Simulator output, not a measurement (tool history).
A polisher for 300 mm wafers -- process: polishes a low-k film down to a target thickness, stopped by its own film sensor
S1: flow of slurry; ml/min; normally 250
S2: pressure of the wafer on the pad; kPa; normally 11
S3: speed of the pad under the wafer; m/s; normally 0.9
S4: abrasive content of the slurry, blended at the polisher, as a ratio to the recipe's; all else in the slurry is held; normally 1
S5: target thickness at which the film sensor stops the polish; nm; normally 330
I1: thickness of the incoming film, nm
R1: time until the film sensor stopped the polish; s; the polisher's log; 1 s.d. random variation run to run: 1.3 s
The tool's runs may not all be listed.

{"run": 1, "day": 0.0, "S1": 280, "S2": 11, "S3": 0.9, "S4": 1, "S5": 330, "I1": 367.9, "R1": 117.2}
{"run": 2, "day": 2.808, "S1": 250, "S2": 11, "S3": 0.9, "S4": 1, "S5": 330, "I1": 374.4, "R1": 139.5}
{"day": 3.775, "done": "slurry nozzle cleaned"}
{"run": 3, "day": 5.775, "S1": 250, "S2": 11, "S3": 0.9, "S4": 1, "S5": 336, "I1": 374.2, "R1": 117.6}
{"run": 4, "day": 7.858, "S1": 185, "S2": 11, "S3": 0.9, "S4": 1, "S5": 330, "I1": 377.4, "R1": 154.3}
{"run": 5, "day": 10.304, "S1": 160, "S2": 11, "S3": 0.9, "S4": 1, "S5": 343, "I1": 371.1, "R1": 92.1}
{"day": 11.096, "done": "slurry blender recalibrated"}
{"run": 6, "day": 11.704, "S1": 335, "S2": 11, "S3": 1.14, "S4": 0.85, "S5": 321, "I1": 367.5, "R1": 127.6}
{"day": 12.288, "done": "head pressure recalibrated"}
{"day": 12.721, "done": "worn pad replaced by a new one"}
{"run": 7, "day": 13.867, "S1": 250, "S2": 11, "S3": 0.9, "S4": 1, "S5": 330, "I1": 366.8, "R1": 126.6}
{"run": 8, "day": 15.325, "S1": 250, "S2": 11, "S3": 0.9, "S4": 1.25, "S5": 330, "I1": 369.3, "R1": 121.9}
{"day": 17.254, "done": "conditioning disc replaced and pad reconditioned"}
{"run": 9, "day": 17.312, "S1": 250, "S2": 11, "S3": 0.9, "S4": 0.8, "S5": 330, "I1": 364.9, "R1": 131.9}
{"run": 10, "day": 19.838, "S1": 190, "S2": 14.5, "S3": 0.7, "S4": 1, "S5": 330, "I1": 376.2, "R1": 143.6}
{"day": 20.325, "done": "slurry nozzle cleaned"}
{"run": 11, "day": 22.412, "S1": 200, "S2": 11, "S3": 1.12, "S4": 1.1, "S5": 330, "I1": 368.2, "R1": 110.8}
{"run": 12, "day": 23.662, "S1": 195, "S2": 11, "S3": 0.9, "S4": 1.1, "S5": 323, "I1": 375.3, "R1": 173.5}
{"run": 13, "day": 24.733, "S1": 250, "S2": 11, "S3": 0.9, "S4": 1, "S5": 330, "I1": 373.5, "R1": 146.1}
{"run": 14, "day": 26.883, "S1": 325, "S2": 8.3, "S3": 0.64, "S4": 1.25, "S5": 330, "I1": 370.2, "R1": 183.4}
{"run": 15, "day": 29.65, "S1": 250, "S2": 11, "S3": 1, "S4": 1, "S5": 330, "I1": 375.4, "R1": 140.9}
{"run": 16, "day": 31.071, "S1": 335, "S2": 11, "S3": 0.9, "S4": 0.9, "S5": 330, "I1": 372.7, "R1": 137.6}
{"run": 17, "day": 32.333, "S1": 250, "S2": 11, "S3": 1.02, "S4": 1, "S5": 341, "I1": 361.6, "R1": 61.3}
{"day": 32.817, "done": "worn pad replaced by a new one"}
{"run": 18, "day": 33.362, "S1": 250, "S2": 11, "S3": 0.9, "S4": 1, "S5": 343, "I1": 373.8, "R1": 98.5}
{"day": 33.571, "done": "slurry blender recalibrated"}
{"run": 19, "day": 35.033, "S1": 250, "S2": 11, "S3": 1.06, "S4": 1, "S5": 330, "I1": 374.6, "R1": 126.6}
{"day": 36.75, "done": "conditioning disc replaced and pad reconditioned"}
{"day": 37.229, "done": "slurry nozzle cleaned"}
{"run": 20, "day": 38.104, "S1": 250, "S2": 11, "S3": 1.08, "S4": 1, "S5": 330, "I1": 376.9, "R1": 130.2}
{"run": 21, "day": 39.483, "S1": 250, "S2": 6.9, "S3": 1.18, "S4": 1, "S5": 320, "I1": 365, "R1": 188.1}
{"day": 42.596, "done": "head pressure recalibrated"}
{"run": 22, "day": 48.417, "S1": 165, "S2": 6.9, "S3": 0.9, "S4": 1, "S5": 330, "I1": 374.9, "R1": 246.7}

Forecast run 23:
{"day": 49.558, "done": "worn pad replaced by a new one"}
{"run": 23, "day": 49.754, "S1": 165, "S2": 9, "S3": 0.9, "S4": 0.9, "S5": 343, "I1": 366.3, "R1": "?"}

{"run 23": {"R1": 106.3}}
Had the tool carried no hidden state, the very same run would have given R1 111 s.

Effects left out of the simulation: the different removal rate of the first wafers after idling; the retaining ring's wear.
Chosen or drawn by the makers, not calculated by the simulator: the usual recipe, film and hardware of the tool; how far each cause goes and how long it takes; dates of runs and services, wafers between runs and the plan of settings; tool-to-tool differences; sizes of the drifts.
